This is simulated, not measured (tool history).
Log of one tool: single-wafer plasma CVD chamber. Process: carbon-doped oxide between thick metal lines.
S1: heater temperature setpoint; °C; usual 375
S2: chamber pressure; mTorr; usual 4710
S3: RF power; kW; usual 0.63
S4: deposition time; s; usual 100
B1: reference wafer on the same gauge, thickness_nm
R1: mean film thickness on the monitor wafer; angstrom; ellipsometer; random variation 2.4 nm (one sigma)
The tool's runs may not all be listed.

run,hour,S1,S2,S3,S4,B1,R1
1,0,375,4710,0.655,100,547.942,5416.48
2,29.9,375,4710,0.655,100,547.906,5442.29
3,63.5,375,4710,0.655,100,548.584,5416.6
4,80.2,375,4710,0.63,100,548.18,5341.31
5,109.4,375,4710,0.63,100,547.697,5326.51
6,137.9,375,4710,0.63,100,547.987,5315.9
7,181.1,375,4710,0.63,100,547.89,5326.62
8,205.4,375,4710,0.63,100,547.449,5300.59
9,228.3,375,4710,0.63,100,547.319,5321.92
10,243.2,375,4710,0.63,100,548.237,5327.69
# hour 265.9: capacitance manometer re-zeroed and calibrated
11,266.4,384,4710,0.63,100,547.831,5238
12,273.9,375,4710,0.63,100,547.786,5295.49
13,303.2,375,4710,0.63,100,548.78,5294.43
# hour 329: thermocouple changed; heater temperature recalibrated
14,334.9,375,4710,0.735,111,547.891,6359.16
15,362.7,375,5860,0.57,100,548.535,5136.73
# hour 384.5: showerhead replaced
16,395.5,375,4710,0.63,100,547.834,5268.59
# hour 417.8: RF generator calibrated
17,429,375,4710,0.725,100,548.378,5579.51
18,461.2,375,4710,0.63,100,548.254,5174.35
19,490.4,375,4710,0.63,118,547.146,6105.19
# hour 490.6: gauge calibrated
20,513,389,4710,0.72,100,547.738,5447.15
# hour 531.1: RF generator calibrated, repeated, since the last time left the tool worse
21,545.1,375,5820,0.52,100,548.651,5073.48
22,565.6,375,5340,0.675,100,548.034,5768.04
23,601.3,375,5460,0.63,100,547.868,5641.39
24,624,368,4710,0.63,100,547.624,5536.95
25,653.8,375,4710,0.63,100,547.919,5502.11
26,677.9,375,4710,0.63,100,547.705,5449.71
27,707.1,371,4710,0.63,100,548.323,5566
28,738.7,375,3880,0.63,100,548.817,5343.67

4 ways to go on from here, each from the tool as it stands after run 28. What would each give?
A,739.1,375,4710,0.63,100,?,?
B,739.1,383,5360,0.695,100,?,?
C,739.1,375,3640,0.63,86,?,?
D,739.1,375,4710,0.63,89,?,?

run,B1,R1
A,548.722,5468.17
B,548.722,5795.54
C,548.722,4543.71
D,548.722,4869.9
Without the tool's hidden state the same runs would have given:
run,R1
A,5497.31
B,5825.55
C,4567.93
D,4895.86
